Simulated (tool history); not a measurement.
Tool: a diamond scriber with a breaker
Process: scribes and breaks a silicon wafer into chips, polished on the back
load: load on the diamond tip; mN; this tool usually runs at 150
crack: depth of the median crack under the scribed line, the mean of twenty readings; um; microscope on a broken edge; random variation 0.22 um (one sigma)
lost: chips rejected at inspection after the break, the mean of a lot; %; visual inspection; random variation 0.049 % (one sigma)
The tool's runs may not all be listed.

run    hour  load  incoming depth of the damage left on the back of the incoming wafer, um  crack  lost
  1     0.0   150                                                                     0.03  15.05  2.28
  2    48.2   150                                                                     0.02  14.95  2.45
  3   113.6   150                                                                     0.04  15.39  2.69
      150.5  -- load on the tip recalibrated
  4   159.2   150                                                                     0.01  13.61  1.34
  5   205.4   150                                                                     0.05  13.91  1.39
  6   266.6   130                                                                     0.04  12.53  2.83
  7   312.5   130                                                                     0.05  12.54  2.76
  8   449.3   130                                                                     0.03  13.00  2.22
  9   508.5   150                                                                     0.05  14.26  1.43
 10   557.8   150                                                                     0.04  14.52  1.48
 11   596.3   117                                                                     0.03  12.04  4.09
      639.9  -- diamond tip replaced by a new one
 12   659.2   150                                                                     0.01  14.53  1.70
 13   725.7   150                                                                     0.01  15.16  1.73
 14   796.7   150                                                                     0.03  14.51  1.92
 15   911.3   150                                                                     0.04  15.05  2.06
 16   942.1   150                                                                     0.04  15.29  2.24
      949.8  -- load on the tip recalibrated
 17  1009.6   165                                                                     0.04  14.76  1.88
 18  1071.6   150                                                                     0.04  13.53  1.34
 19  1099.7   130                                                                     0.04  12.28  2.55
 20  1300.8   186                                                                     0.04  17.17  5.88
 21  1329.1   113                                                                     0.04  11.33  5.64
 22  1366.9   150                                                                     0.03  14.49  1.54
     1398.4  -- diamond tip replaced by a new one
 23  1398.9   188                                                                     0.02  17.13  6.79
 24  1443.3   192                                                                     0.03  17.57  7.88
 25  1476.2   181                                                                     0.02  16.75  6.10
 26  1639.7   150                                                                     0.02  15.01  1.99
 27  1701.5   184                                                                     0.01  17.70  7.52
 28  1771.4   124                                                                     0.04  13.25  1.87
     1811.0  -- load on the tip recalibrated
 29  1822.9   171                                                                     0.03  15.06  2.66
 30  1882.0   150                                                                     0.01  14.25  1.39
 31  1921.9   193                                                                     0.03  17.33  6.68
 32  1987.3   115                                                                     0.03  11.91  5.24

How would selected steps in crack from run to run divide? Give the signed amount a tool lacking its hidden state would still show from settings, what came in and random variation, and the signed amount left for the hidden state, including any gauge scatter that is not in both of the compared results.
The hidden state here: share of the diamond tip's cutting effectiveness lost through wear, %; deviation of the load on the tip from its setpoint, %.
Run 3 -> 4: load on the tip recalibrated. crack -1.78 um: hidden state -1.63, all else -0.15.
Run 16 -> 17: load 150 -> 165, load on the tip recalibrated. crack -0.53 um: hidden state -1.27, all else +0.74.
Run 19 -> 20: load 130 -> 186. crack +4.89 um: hidden state +0.44, all else +4.45.
Run 20 -> 21: load 186 -> 113. crack -5.84 um: hidden state -0.13, all else -5.71.
Run 28 -> 29: load 124 -> 171, load on the tip recalibrated. crack +1.81 um: hidden state -0.99, all else +2.80.
Run 31 -> 32: load 193 -> 115. crack -5.42 um: hidden state +0.00, all else -5.42.
